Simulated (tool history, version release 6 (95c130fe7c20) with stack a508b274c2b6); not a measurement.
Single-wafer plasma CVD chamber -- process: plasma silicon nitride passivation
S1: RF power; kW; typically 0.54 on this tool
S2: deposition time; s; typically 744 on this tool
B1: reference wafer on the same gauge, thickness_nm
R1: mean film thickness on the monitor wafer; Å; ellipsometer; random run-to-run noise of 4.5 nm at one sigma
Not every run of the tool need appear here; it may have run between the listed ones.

{"run": 1, "hour": 0.0, "S1": 0.62, "S2": 860, "B1": 937.975, "R1": 14510.08}
{"run": 2, "hour": 28.6, "S1": 0.54, "S2": 744, "B1": 939.524, "R1": 11639.66}
{"run": 3, "hour": 52.3, "S1": 0.54, "S2": 744, "B1": 940.125, "R1": 11652.1}
{"run": 4, "hour": 109.8, "S1": 0.54, "S2": 744, "B1": 938.654, "R1": 11716.45}
{"hour": 157.6, "done": "gauge calibrated"}
{"run": 5, "hour": 189.1, "S1": 0.54, "S2": 744, "B1": 940.848, "R1": 11716.32}
{"run": 6, "hour": 203.7, "S1": 0.54, "S2": 744, "B1": 939.323, "R1": 11626.26}
{"hour": 227.0, "done": "showerhead replaced"}
{"run": 7, "hour": 227.5, "S1": 0.54, "S2": 792, "B1": 941.515, "R1": 12427.01}
{"run": 8, "hour": 245.1, "S1": 0.54, "S2": 792, "B1": 939.988, "R1": 12445.6}
{"run": 9, "hour": 258.1, "S1": 0.54, "S2": 792, "B1": 939.319, "R1": 12526.89}
{"run": 10, "hour": 287.3, "S1": 0.63, "S2": 744, "B1": 939.09, "R1": 12624.83}
{"hour": 297.5, "done": "RF generator calibrated"}
{"run": 11, "hour": 312.9, "S1": 0.585, "S2": 859, "B1": 940.545, "R1": 14013.83}
{"run": 12, "hour": 329.5, "S1": 0.475, "S2": 643, "B1": 938.974, "R1": 9386.68}
{"run": 13, "hour": 348.6, "S1": 0.495, "S2": 646, "B1": 940.115, "R1": 9682.48}
{"run": 14, "hour": 381.4, "S1": 0.54, "S2": 744, "B1": 940.06, "R1": 11715.63}
{"run": 15, "hour": 399.5, "S1": 0.45, "S2": 888, "B1": 940.066, "R1": 12645.45}
{"hour": 400.0, "done": "gauge calibrated"}
{"run": 16, "hour": 412.7, "S1": 0.54, "S2": 744, "B1": 940.349, "R1": 11624.49}
{"run": 17, "hour": 430.6, "S1": 0.61, "S2": 610, "B1": 940.49, "R1": 10104.83}
{"run": 18, "hour": 460.5, "S1": 0.635, "S2": 703, "B1": 939.065, "R1": 11909.49}

Predict each of these 3 candidate next runs independently; none follows another, all start after run 18:
{"run": "A", "hour": 461.1, "S1": 0.54, "S2": 602, "B1": "?", "R1": "?"}
{"run": "B", "hour": 461.1, "S1": 0.615, "S2": 836, "B1": "?", "R1": "?"}
{"run": "C", "hour": 461.1, "S1": 0.61, "S2": 624, "B1": "?", "R1": "?"}

run=A B1=940.296 R1=9400.09
run=B B1=940.296 R1=13911.02
run=C B1=940.296 R1=10343.5
Stripped of hidden state, with their random variation kept, the same runs would have yielded:
run=A R1=9400.09
run=B R1=13911.02
run=C R1=10343.5
